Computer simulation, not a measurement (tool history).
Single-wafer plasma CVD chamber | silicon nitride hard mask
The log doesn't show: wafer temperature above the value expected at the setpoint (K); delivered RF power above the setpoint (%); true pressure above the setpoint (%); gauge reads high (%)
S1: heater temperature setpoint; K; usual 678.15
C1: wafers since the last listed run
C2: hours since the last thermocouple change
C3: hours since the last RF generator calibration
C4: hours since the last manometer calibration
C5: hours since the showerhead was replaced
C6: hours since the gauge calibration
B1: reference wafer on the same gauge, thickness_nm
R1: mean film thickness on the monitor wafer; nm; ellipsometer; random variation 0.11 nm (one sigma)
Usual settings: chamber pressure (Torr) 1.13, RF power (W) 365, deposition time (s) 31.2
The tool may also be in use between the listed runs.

Run 1, hour 0: usual settings; C1 0; C2 495.8; C3 1091.4; C4 2061; C5 3969.3; C6 497.2; B1 35.709. Result: R1 35.211 nm.
Run 2, hour 32.4: usual settings; C1 793; C2 528.2; C3 1123.8; C4 2093.4; C5 4001.7; C6 529.6; B1 35.712. Result: R1 35.098 nm.
Run 3, hour 60.6: usual settings; C1 690; C2 556.4; C3 1152; C4 2121.6; C5 4029.9; C6 557.8; B1 35.7. Result: R1 35.214 nm.
Run 4, hour 73.4: usual settings but deposition time (s) 29.8; C1 313; C2 569.2; C3 1164.8; C4 2134.4; C5 4042.7; C6 570.6; B1 35.702. Result: R1 33.697 nm.
Run 5, hour 87.4: usual settings but deposition time (s) 29.8; C1 342; C2 583.2; C3 1178.8; C4 2148.4; C5 4056.7; C6 584.6; B1 35.697. Result: R1 33.546 nm.
Run 6, hour 119.9: usual settings but deposition time (s) 29.8; C1 795; C2 615.7; C3 1211.3; C4 2180.9; C5 4089.2; C6 617.1; B1 35.698. Result: R1 33.489 nm.
At hour 154.7: capacitance manometer re-zeroed and calibrated.
At hour 164.3: RF generator calibrated.
At hour 176.9: showerhead replaced.
Run 7, hour 185.4: usual settings; C1 1016; C2 681.2; C3 21.1; C4 30.7; C5 8.5; C6 682.6; B1 35.723. Result: R1 36.439 nm.
Run 8, hour 217: usual settings; C1 773; C2 712.8; C3 52.7; C4 62.3; C5 40.1; C6 714.2; B1 35.705. Result: R1 36.383 nm.
Run 9, hour 237.5: usual settings; C1 501; C2 733.3; C3 73.2; C4 82.8; C5 60.6; C6 734.7; B1 35.686. Result: R1 36.342 nm.
At hour 243.3: gauge calibrated.
Run 10, hour 268.4: usual settings; C1 756; C2 764.2; C3 104.1; C4 113.7; C5 91.5; C6 25.1; B1 35.693. Result: R1 36.453 nm.
Run 11, hour 296.8: usual settings; C1 695; C2 792.6; C3 132.5; C4 142.1; C5 119.9; C6 53.5; B1 35.726. Result: R1 36.151 nm.
At hour 329.9: thermocouple changed; heater temperature recalibrated.
Run 12, hour 330.4: usual settings; C1 626; C2 0.5; C3 166.1; C4 175.7; C5 153.5; C6 87.1; B1 35.694. Result: R1 36.427 nm.
Run 13, hour 337.7: usual settings but chamber pressure (Torr) 1.28, RF power (W) 310, deposition time (s) 37.1; C1 178; C2 7.8; C3 173.4; C4 183; C5 160.8; C6 94.4; B1 35.708. Result: R1 39.206 nm.
Run 14, hour 360.7: usual settings but S1 684.15 K, chamber pressure (Torr) 0.95, RF power (W) 420; C1 563; C2 30.8; C3 196.4; C4 206; C5 183.8; C6 117.4; B1 35.701. Result: R1 37.905 nm.
Run 15, hour 384.3: usual settings but chamber pressure (Torr) 1.03; C1 577; C2 54.4; C3 220; C4 229.6; C5 207.4; C6 141; B1 35.694. Result: R1 35.442 nm.
Run 16, hour 404.2: usual settings but deposition time (s) 29.8; C1 487; C2 74.3; C3 239.9; C4 249.5; C5 227.3; C6 160.9; B1 35.694. Result: R1 34.641 nm.
Run 17, hour 439.7: usual settings; C1 869; C2 109.8; C3 275.4; C4 285; C5 262.8; C6 196.4; B1 35.723. Result: R1 35.966 nm.
Run 18, hour 466.3: usual settings but S1 667.15 K, RF power (W) 390; C1 651; C2 136.4; C3 302; C4 311.6; C5 289.4; C6 223; B1 35.675. Result: R1 37.884 nm.
Run 19, hour 495.6: usual settings; C1 717; C2 165.7; C3 331.3; C4 340.9; C5 318.7; C6 252.3; B1 35.7. Result: R1 36.076 nm.
Run 20, hour 521.7: usual settings but S1 672.15 K, chamber pressure (Torr) 1.2, RF power (W) 325, deposition time (s) 35; C1 639; C2 191.8; C3 357.4; C4 367; C5 344.8; C6 278.4; B1 35.699. Result: R1 37.852 nm.
Run 21, hour 541.4: usual settings but S1 684.15 K, chamber pressure (Torr) 1.24, deposition time (s) 26.5; C1 482; C2 211.5; C3 377.1; C4 386.7; C5 364.5; C6 298.1; B1 35.682. Result: R1 31.123 nm.
Run 22, hour 559.4: usual settings but S1 690.15 K, deposition time (s) 36.1; C1 440; C2 229.5; C3 395.1; C4 404.7; C5 382.5; C6 316.1; B1 35.722. Result: R1 41.449 nm.
Run 23, hour 636: usual settings but S1 669.15 K, chamber pressure (Torr) 0.94, RF power (W) 325, deposition time (s) 27.2; C1 1875; C2 306.1; C3 471.7; C4 481.3; C5 459.1; C6 392.7; B1 35.707. Result: R1 27.197 nm.
Run 24, hour 660.1: usual settings but S1 671.15 K; C1 590; C2 330.2; C3 495.8; C4 505.4; C5 483.2; C6 416.8; B1 35.679. Result: R1 35.842 nm.
Run 25, hour 678.1: usual settings but chamber pressure (Torr) 0.99; C1 440; C2 348.2; C3 513.8; C4 523.4; C5 501.2; C6 434.8; B1 35.713. Result: R1 34.27 nm.
Run 26, hour 699: usual settings but chamber pressure (Torr) 0.87; C1 511; C2 369.1; C3 534.7; C4 544.3; C5 522.1; C6 455.7; B1 35.72. Result: R1 33.013 nm.
Run 27, hour 731.5: usual settings; C1 795; C2 401.6; C3 567.2; C4 576.8; C5 554.6; C6 488.2; B1 35.702. Result: R1 35.543 nm.
Run 28, hour 743.9: usual settings but chamber pressure (Torr) 1.39, RF power (W) 295, deposition time (s) 26.9; C1 303; C2 414; C3 579.6; C4 589.2; C5 567; C6 500.6; B1 35.703. Result: R1 27.649 nm.

Forecast each of these 5 alternatives for the next run:
Run A, hour 744.3: usual settings but chamber pressure (Torr) 1.28; C1 9; C2 414.4; C3 580; C4 589.6; C5 567.4; C6 501; B1 ?. Result: R1 ?.
Run B, hour 744.3: usual settings but chamber pressure (Torr) 0.91; C1 9; C2 414.4; C3 580; C4 589.6; C5 567.4; C6 501; B1 ?. Result: R1 ?.
Run C, hour 744.3: usual settings but S1 665.15 K, chamber pressure (Torr) 1.32, RF power (W) 405, deposition time (s) 34.5; C1 9; C2 414.4; C3 580; C4 589.6; C5 567.4; C6 501; B1 ?. Result: R1 ?.
Run D, hour 744.3: usual settings but S1 669.15 K, chamber pressure (Torr) 1.22, RF power (W) 425, deposition time (s) 27.8; C1 9; C2 414.4; C3 580; C4 589.6; C5 567.4; C6 501; B1 ?. Result: R1 ?.
Run E, hour 744.3: usual settings but S1 669.15 K, RF power (W) 320, deposition time (s) 35.3; C1 9; C2 414.4; C3 580; C4 589.6; C5 567.4; C6 501; B1 ?. Result: R1 ?.

run      B1      R1
  A  35.704  37.044
  B  35.704  33.547
  C  35.704  44.713
  D  35.704  36.341
  E  35.704  36.761
Without the tool's hidden state the same runs would have given:
run      R1
  A  38.246
  B  34.636
  C  46.057
  D  37.433
  E  38.017

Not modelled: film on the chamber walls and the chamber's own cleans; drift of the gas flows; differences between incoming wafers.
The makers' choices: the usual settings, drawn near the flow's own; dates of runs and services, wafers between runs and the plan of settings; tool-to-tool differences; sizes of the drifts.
